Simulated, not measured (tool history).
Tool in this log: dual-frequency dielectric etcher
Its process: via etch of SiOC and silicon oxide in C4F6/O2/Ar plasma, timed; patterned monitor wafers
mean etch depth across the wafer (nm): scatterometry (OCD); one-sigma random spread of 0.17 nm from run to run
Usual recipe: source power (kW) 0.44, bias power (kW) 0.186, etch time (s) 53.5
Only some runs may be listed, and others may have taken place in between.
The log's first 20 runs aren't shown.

| run | hour | source power (kW) | bias power (kW) | etch time (s) | read-back reference wafer on the same gauge, depth_nm | mean etch depth across the wafer (nm) |
|---|---|---|---|---|---|---|
| 21 | 1757.1 | 0.36 | 0.186 | 39 | 57.8 | 37.9 |
| 22 | 1814.8 | 0.44 | 0.14 | 53.5 | 57.8 | 57.2 |
| 23 | 1892.9 | 0.44 | 0.186 | 53.5 | 57.8 | 60.9 |
| 24 | 1967.9 | 0.39 | 0.186 | 59.5 | 57.8 | 61.7 |
|  | 2025.1 | wet clean of the chamber |
| 25 | 2027.1 | 0.44 | 0.186 | 53.5 | 57.8 | 60.6 |
| 26 | 2124.3 | 0.39 | 0.186 | 61 | 57.8 | 63.3 |
| 27 | 2178.1 | 0.41 | 0.23 | 53.5 | 57.8 | 60.5 |
| 28 | 2243.4 | 0.49 | 0.163 | 39.5 | 57.8 | 46.9 |
| 29 | 2297.9 | 0.4 | 0.161 | 65.5 | 57.8 | 67 |
| 30 | 2363.5 | 0.49 | 0.186 | 59 | 57.8 | 71.7 |

Predict each of these 3 candidate next runs independently; none follows another, all start after run 30:
| A | 2363.9 | 0.44 | 0.186 | 59 | ? | ? |
| B | 2363.9 | 0.4 | 0.21 | 53.5 | ? | ? |
| C | 2363.9 | 0.4 | 0.15 | 53.5 | ? | ? |

| run | read-back reference wafer on the same gauge, depth_nm | mean etch depth across the wafer (nm) |
|---|---|---|
| A | 57.8 | 66.6 |
| B | 57.8 | 58 |
| C | 57.8 | 53.7 |
What these runs would have given with no unlogged condition in the tool:
| run | mean etch depth across the wafer (nm) |
|---|---|
| A | 68.8 |
| B | 59.8 |
| C | 55.4 |
